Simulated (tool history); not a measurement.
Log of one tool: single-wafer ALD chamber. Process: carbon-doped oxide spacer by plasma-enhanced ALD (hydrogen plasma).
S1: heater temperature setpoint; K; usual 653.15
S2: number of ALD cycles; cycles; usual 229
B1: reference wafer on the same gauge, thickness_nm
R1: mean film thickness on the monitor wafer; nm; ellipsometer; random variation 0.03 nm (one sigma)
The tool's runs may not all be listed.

{"run": 1, "hour": 0.0, "S1": 653.15, "S2": 229, "B1": 10.805, "R1": 11.968}
{"run": 2, "hour": 25.2, "S1": 660.15, "S2": 229, "B1": 10.792, "R1": 11.927}
{"run": 3, "hour": 94.4, "S1": 642.15, "S2": 201, "B1": 10.794, "R1": 10.511}
{"run": 4, "hour": 135.5, "S1": 658.15, "S2": 229, "B1": 10.791, "R1": 11.999}
{"run": 5, "hour": 169.0, "S1": 658.15, "S2": 229, "B1": 10.799, "R1": 11.954}
{"run": 6, "hour": 223.9, "S1": 658.15, "S2": 229, "B1": 10.804, "R1": 12.022}
{"run": 7, "hour": 281.6, "S1": 653.15, "S2": 229, "B1": 10.811, "R1": 11.996}
{"run": 8, "hour": 344.1, "S1": 653.15, "S2": 229, "B1": 10.797, "R1": 11.973}
{"run": 9, "hour": 369.2, "S1": 647.15, "S2": 259, "B1": 10.8, "R1": 13.611}
{"run": 10, "hour": 409.3, "S1": 645.15, "S2": 249, "B1": 10.788, "R1": 13.033}
{"run": 11, "hour": 457.8, "S1": 653.15, "S2": 229, "B1": 10.801, "R1": 11.98}
{"run": 12, "hour": 624.2, "S1": 665.15, "S2": 229, "B1": 10.785, "R1": 11.976}
{"run": 13, "hour": 659.1, "S1": 653.15, "S2": 212, "B1": 10.81, "R1": 11.099}
{"run": 14, "hour": 720.7, "S1": 663.15, "S2": 213, "B1": 10.788, "R1": 11.144}
{"run": 15, "hour": 788.1, "S1": 645.15, "S2": 207, "B1": 10.811, "R1": 10.815}

Taken out of this log: 3 entries between the listed runs. Where each belongs, and how the hidden state differs across it:
Between runs 7 and 8: gauge calibrated (hour 295.9)
  no hidden state differs between the two runs
Between runs 10 and 11: thermocouple changed; heater temperature recalibrated (hour 446.6)
  no hidden state differs between the two runs
Between runs 14 and 15: gauge calibrated (hour 739.8)
  no hidden state differs between the two runs

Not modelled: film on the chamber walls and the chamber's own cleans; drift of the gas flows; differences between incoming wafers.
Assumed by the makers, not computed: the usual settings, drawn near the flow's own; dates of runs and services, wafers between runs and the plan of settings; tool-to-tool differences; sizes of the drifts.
